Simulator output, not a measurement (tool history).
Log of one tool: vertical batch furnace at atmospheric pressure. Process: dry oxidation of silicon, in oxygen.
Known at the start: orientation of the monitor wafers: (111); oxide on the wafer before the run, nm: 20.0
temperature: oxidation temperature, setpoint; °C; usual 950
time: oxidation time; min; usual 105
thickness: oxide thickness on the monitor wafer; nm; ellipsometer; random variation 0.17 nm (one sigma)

run,hour,temperature,time,"read-back reference wafer on the same gauge, thickness",thickness
1,0,950,105,69.02,73.42
2,12.8,950,105,69.17,73.24
3,39.4,950,105,69.21,73.19
4,61.7,950,105,69.32,73.29
5,89.6,941,105,69.32,69.16
6,109.9,941,105,69.42,69.31
7,138.5,962,105,69.51,79.74
8,154.6,962,105,69.6,79.86
9,170,962,105,69.62,80
10,201.5,938,105,69.72,68.08
11,214.5,938,105,69.7,68.28
12,246.1,938,105,69.72,67.73
13,265.2,942,105,69.73,69.83
# hour 364: thermocouples replaced and temperature profile calibrated
14,364.5,942,105,69.84,69.84
15,370.7,950,105,69.8,73.59
16,394.8,950,105,69.92,74.01
17,424,950,105,69.92,74.23
18,458.8,950,105,69.91,74.03
19,479,962,71,69.91,64.12
20,500.4,950,105,69.91,73.99
# hour 522.4: gauge calibrated
# hour 536.1: boat lift adjusted
21,536.6,975,63,68.45,63.9
22,542.8,933,131,68.48,73.43
23,567.2,932,81,68.68,55.78
24,593,939,129.5,68.76,76.26
25,619.4,942,72.5,69.06,56.25
26,654.5,939,127.5,69.23,76.26
27,673.4,939,91.5,69.25,62.95
28,703.7,972,123,69.37,93.07
29,716.1,950,105,69.39,73.67
30,729.6,950,105,69.5,73.58
31,757.6,937,105,69.53,67.28
32,772.9,931,65.5,69.56,50.29
33,787.4,964,127,69.6,90.22
34,813.4,934,105,69.58,66.11
35,846.4,931,155,69.68,81.34
36,860.8,959,64,69.67,59.11
37,950.4,972,140.5,69.9,101.65
38,985.7,973,105,69.93,85.84

5 ways to go on from here, each from the tool as it stands after run 38. What would each give?
A,992,950,67.5,?,?
B,992,939,131,?,?
C,992,930,77,?,?
D,992,950,72,?,?
E,992,950,65,?,?

run,"read-back reference wafer on the same gauge, thickness",thickness
A,69.91,57.68
B,69.91,78.01
C,69.91,54.41
D,69.91,59.74
E,69.91,56.52
Without the tool's hidden state the same runs would have given:
run,thickness
A,56.43
B,76.33
C,53.23
D,58.45
E,55.29
